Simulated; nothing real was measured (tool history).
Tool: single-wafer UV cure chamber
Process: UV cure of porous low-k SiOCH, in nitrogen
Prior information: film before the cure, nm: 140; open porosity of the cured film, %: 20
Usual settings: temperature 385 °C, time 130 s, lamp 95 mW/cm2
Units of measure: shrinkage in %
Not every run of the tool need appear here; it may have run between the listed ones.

run	day	temperature	time	lamp	wafers since the last listed run	hours since the UV bulbs were replaced	wafers since the quartz window was cleaned	shrinkage
1	0.000	385	130	95	0	863.9	1037	9.503
2	2.675	385	130	95	271	928.1	1308	9.206
3	7.171	385	190	95	456	1036.0	1765	10.690
4	10.458	385	130	95	333	1114.9	2099	9.512
5	12.592	385	130	95	216	1166.1	2315	9.122
# day 14.508: quartz window cleaned
6	15.946	385	130	95	306	1246.6	146	9.267
7	17.554	374	130	95	163	1285.2	309	9.129
8	19.058	374	130	95	152	1321.3	462	9.073
9	20.979	385	195	114	195	1367.4	657	11.572
10	23.221	385	175	95	227	1421.2	884	10.459
# day 27.046: UV bulbs replaced
11	27.308	385	195	62	381	6.3	1265	9.283
12	28.829	385	130	95	154	42.8	1420	8.997
13	34.804	385	130	75	606	186.2	2027	8.296
14	38.525	385	175	69	377	275.5	2404	8.971
# day 40.033: quartz window cleaned
15	41.225	400	190	129	240	340.3	121	12.244
16	43.638	385	65	95	244	398.2	365	6.217
17	46.958	385	130	95	337	477.9	703	9.130

Branching from run 17: 3 alternative next runs. What would each branch give?
A	46.979	378	130	95	2	478.4	705	?
B	46.979	401	130	95	2	478.4	705	?
C	46.979	366	130	95	2	478.4	705	?

run	shrinkage
A	9.055
B	9.434
C	8.848
With no hidden state in the tool, these same runs would have given:
run	shrinkage
A	9.055
B	9.434
C	8.848

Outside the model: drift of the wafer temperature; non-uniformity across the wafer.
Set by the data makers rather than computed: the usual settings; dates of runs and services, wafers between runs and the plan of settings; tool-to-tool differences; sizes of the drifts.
